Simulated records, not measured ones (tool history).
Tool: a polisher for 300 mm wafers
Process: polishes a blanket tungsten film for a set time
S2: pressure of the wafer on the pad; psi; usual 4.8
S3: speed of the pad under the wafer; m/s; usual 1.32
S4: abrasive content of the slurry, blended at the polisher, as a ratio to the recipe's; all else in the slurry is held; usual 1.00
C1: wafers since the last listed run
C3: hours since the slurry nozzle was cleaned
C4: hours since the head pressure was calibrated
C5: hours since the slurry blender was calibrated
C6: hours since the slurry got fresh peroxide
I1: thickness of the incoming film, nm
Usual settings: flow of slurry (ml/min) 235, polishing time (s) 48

{"run": 1, "hour": 0.0, "flow of slurry (ml/min)": 235, "S2": 4.4, "S3": 1.32, "S4": 1.0, "polishing time (s)": 48, "C1": 0, "wafers polished on this pad": 2452, "C3": 145.5, "C4": 202.9, "C5": 291.2, "C6": 117.6, "I1": 1421.3, "film removed (nm)": 285.0}
{"hour": 5.3, "done": "worn pad replaced by a new one"}
{"hour": 24.6, "done": "slurry blender recalibrated"}
{"run": 2, "hour": 89.7, "flow of slurry (ml/min)": 235, "S2": 4.8, "S3": 1.32, "S4": 1.0, "polishing time (s)": 48, "C1": 889, "wafers polished on this pad": 875, "C3": 235.2, "C4": 292.6, "C5": 65.1, "C6": 207.3, "I1": 1428.1, "film removed (nm)": 318.5}
{"hour": 153.8, "done": "slurry tank refilled with fresh slurry and peroxide"}
{"run": 3, "hour": 157.3, "flow of slurry (ml/min)": 235, "S2": 4.8, "S3": 1.56, "S4": 1.0, "polishing time (s)": 48, "C1": 707, "wafers polished on this pad": 1582, "C3": 302.8, "C4": 360.2, "C5": 132.7, "C6": 3.5, "I1": 1414.4, "film removed (nm)": 362.5}
{"run": 4, "hour": 207.0, "flow of slurry (ml/min)": 235, "S2": 4.8, "S3": 1.54, "S4": 1.0, "polishing time (s)": 55, "C1": 528, "wafers polished on this pad": 2110, "C3": 352.5, "C4": 409.9, "C5": 182.4, "C6": 53.2, "I1": 1426.0, "film removed (nm)": 413.9}
{"hour": 244.8, "done": "worn pad replaced by a new one"}
{"hour": 266.2, "done": "head pressure recalibrated"}
{"run": 5, "hour": 310.5, "flow of slurry (ml/min)": 235, "S2": 4.8, "S3": 1.54, "S4": 1.0, "polishing time (s)": 55, "C1": 1035, "wafers polished on this pad": 676, "C3": 456.0, "C4": 44.3, "C5": 285.9, "C6": 156.7, "I1": 1408.8, "film removed (nm)": 422.3}
{"hour": 316.4, "done": "slurry blender recalibrated"}
{"run": 6, "hour": 362.4, "flow of slurry (ml/min)": 235, "S2": 4.8, "S3": 1.54, "S4": 1.0, "polishing time (s)": 55, "C1": 530, "wafers polished on this pad": 1206, "C3": 507.9, "C4": 96.2, "C5": 46.0, "C6": 208.6, "I1": 1426.1, "film removed (nm)": 420.3}
{"hour": 398.8, "done": "slurry tank refilled with fresh slurry and peroxide"}
{"run": 7, "hour": 456.0, "flow of slurry (ml/min)": 235, "S2": 4.8, "S3": 1.32, "S4": 1.0, "polishing time (s)": 48, "C1": 983, "wafers polished on this pad": 2190, "C3": 601.5, "C4": 189.8, "C5": 139.6, "C6": 57.2, "I1": 1398.2, "film removed (nm)": 310.1}
{"run": 8, "hour": 493.3, "flow of slurry (ml/min)": 235, "S2": 4.8, "S3": 1.32, "S4": 1.0, "polishing time (s)": 48, "C1": 396, "wafers polished on this pad": 2586, "C3": 638.8, "C4": 227.1, "C5": 176.9, "C6": 94.5, "I1": 1404.3, "film removed (nm)": 304.5}
{"hour": 523.9, "done": "worn pad replaced by a new one"}
{"run": 9, "hour": 544.7, "flow of slurry (ml/min)": 235, "S2": 4.8, "S3": 1.56, "S4": 1.0, "polishing time (s)": 48, "C1": 503, "wafers polished on this pad": 220, "C3": 690.2, "C4": 278.5, "C5": 228.3, "C6": 145.9, "I1": 1438.8, "film removed (nm)": 383.8}
{"hour": 603.9, "done": "slurry blender recalibrated"}
{"hour": 634.3, "done": "slurry tank refilled with fresh slurry and peroxide"}
{"run": 10, "hour": 647.4, "flow of slurry (ml/min)": 235, "S2": 4.8, "S3": 1.32, "S4": 0.8, "polishing time (s)": 54, "C1": 1059, "wafers polished on this pad": 1279, "C3": 792.9, "C4": 381.2, "C5": 43.5, "C6": 13.1, "I1": 1440.1, "film removed (nm)": 337.6}
{"hour": 683.2, "done": "slurry nozzle cleaned"}
{"hour": 777.4, "done": "worn pad replaced by a new one"}
{"hour": 826.5, "done": "head pressure recalibrated"}
{"run": 11, "hour": 836.9, "flow of slurry (ml/min)": 235, "S2": 5.7, "S3": 1.56, "S4": 1.0, "polishing time (s)": 48, "C1": 1938, "wafers polished on this pad": 611, "C3": 153.7, "C4": 10.4, "C5": 233.0, "C6": 202.6, "I1": 1454.5, "film removed (nm)": 427.1}
{"hour": 900.3, "done": "slurry tank refilled with fresh slurry and peroxide"}
{"run": 12, "hour": 932.4, "flow of slurry (ml/min)": 305, "S2": 4.8, "S3": 1.16, "S4": 1.0, "polishing time (s)": 39, "C1": 1003, "wafers polished on this pad": 1615, "C3": 249.2, "C4": 105.9, "C5": 328.5, "C6": 32.1, "I1": 1424.4, "film removed (nm)": 229.7}
{"hour": 941.3, "done": "slurry blender recalibrated"}
{"hour": 1007.5, "done": "worn pad replaced by a new one"}
{"run": 13, "hour": 1016.1, "flow of slurry (ml/min)": 235, "S2": 4.8, "S3": 1.32, "S4": 1.0, "polishing time (s)": 48, "C1": 825, "wafers polished on this pad": 91, "C3": 332.9, "C4": 189.6, "C5": 74.8, "C6": 115.8, "I1": 1418.1, "film removed (nm)": 318.6}
{"run": 14, "hour": 1103.1, "flow of slurry (ml/min)": 235, "S2": 5.9, "S3": 1.54, "S4": 1.0, "polishing time (s)": 48, "C1": 924, "wafers polished on this pad": 1015, "C3": 419.9, "C4": 276.6, "C5": 161.8, "C6": 202.8, "I1": 1430.2, "film removed (nm)": 434.4}
{"hour": 1138.8, "done": "slurry tank refilled with fresh slurry and peroxide"}
{"run": 15, "hour": 1200.2, "flow of slurry (ml/min)": 215, "S2": 6.3, "S3": 1.32, "S4": 1.0, "polishing time (s)": 58, "C1": 1020, "wafers polished on this pad": 2036, "C3": 517.0, "C4": 373.7, "C5": 258.9, "C6": 61.4, "I1": 1442.7, "film removed (nm)": 468.1}
{"run": 16, "hour": 1236.9, "flow of slurry (ml/min)": 265, "S2": 4.8, "S3": 1.32, "S4": 1.0, "polishing time (s)": 48, "C1": 389, "wafers polished on this pad": 2426, "C3": 553.7, "C4": 410.4, "C5": 295.6, "C6": 98.1, "I1": 1425.8, "film removed (nm)": 307.0}
{"hour": 1252.8, "done": "slurry blender recalibrated"}
{"hour": 1254.6, "done": "worn pad replaced by a new one"}
{"run": 17, "hour": 1276.9, "flow of slurry (ml/min)": 235, "S2": 4.8, "S3": 1.32, "S4": 1.0, "polishing time (s)": 48, "C1": 384, "wafers polished on this pad": 236, "C3": 593.7, "C4": 450.4, "C5": 24.1, "C6": 138.1, "I1": 1456.0, "film removed (nm)": 318.9}

How the hidden state differs across the entries between the runs, from the last listed run before each to the first after it:
Between runs 1 and 2: worn pad replaced by a new one (hour 5.3); slurry blender recalibrated (hour 24.6)
  removal rate lost through wear of the pad, %: 6.19 -> 1.6
  measured less the result without the state, film removed (nm): -18.8 -> -5.2
Between runs 2 and 3: slurry tank refilled with fresh slurry and peroxide (hour 153.8)
  removal rate lost through wear of the pad, %: 1.6 -> 3.12
  measured less the result without the state, film removed (nm): -5.2 -> -11.6
Between runs 4 and 5: worn pad replaced by a new one (hour 244.8); head pressure recalibrated (hour 266.2)
  removal rate lost through wear of the pad, %: 4.78 -> 0.681
  measured less the result without the state, film removed (nm): -20.8 -> -2.9
Between runs 5 and 6: slurry blender recalibrated (hour 316.4)
  removal rate lost through wear of the pad, %: 0.681 -> 1.58
  measured less the result without the state, film removed (nm): -2.9 -> -6.7
Between runs 6 and 7: slurry tank refilled with fresh slurry and peroxide (hour 398.8)
  removal rate lost through wear of the pad, %: 1.58 -> 4.5
  measured less the result without the state, film removed (nm): -6.7 -> -14.6
Between runs 8 and 9: worn pad replaced by a new one (hour 523.9)
  removal rate lost through wear of the pad, %: 6.13 -> 0.783
  measured less the result without the state, film removed (nm): -19.9 -> -3.1
Between runs 9 and 10: slurry blender recalibrated (hour 603.9); slurry tank refilled with fresh slurry and peroxide (hour 634.3)
  removal rate lost through wear of the pad, %: 0.783 -> 2.19
  measured less the result without the state, film removed (nm): -3.1 -> -7.5
Between runs 10 and 11: slurry nozzle cleaned (hour 683.2); worn pad replaced by a new one (hour 777.4); head pressure recalibrated (hour 826.5)
  removal rate lost through wear of the pad, %: 2.19 -> 0.763
  measured less the result without the state, film removed (nm): -7.5 -> -3.3
Between runs 11 and 12: slurry tank refilled with fresh slurry and peroxide (hour 900.3)
  removal rate lost through wear of the pad, %: 0.763 -> 2.71
  measured less the result without the state, film removed (nm): -3.3 -> -6.4
Between runs 12 and 13: slurry blender recalibrated (hour 941.3); worn pad replaced by a new one (hour 1007.5)
  removal rate lost through wear of the pad, %: 2.71 -> 0.591
  measured less the result without the state, film removed (nm): -6.4 -> -1.9
Between runs 14 and 15: slurry tank refilled with fresh slurry and peroxide (hour 1138.8)
  removal rate lost through wear of the pad, %: 1.45 -> 4.11
  measured less the result without the state, film removed (nm): -6.4 -> -20.0
Between runs 16 and 17: slurry blender recalibrated (hour 1252.8); worn pad replaced by a new one (hour 1254.6)
  removal rate lost through wear of the pad, %: 5.58 -> 0.476
  measured less the result without the state, film removed (nm): -18.2 -> -1.5
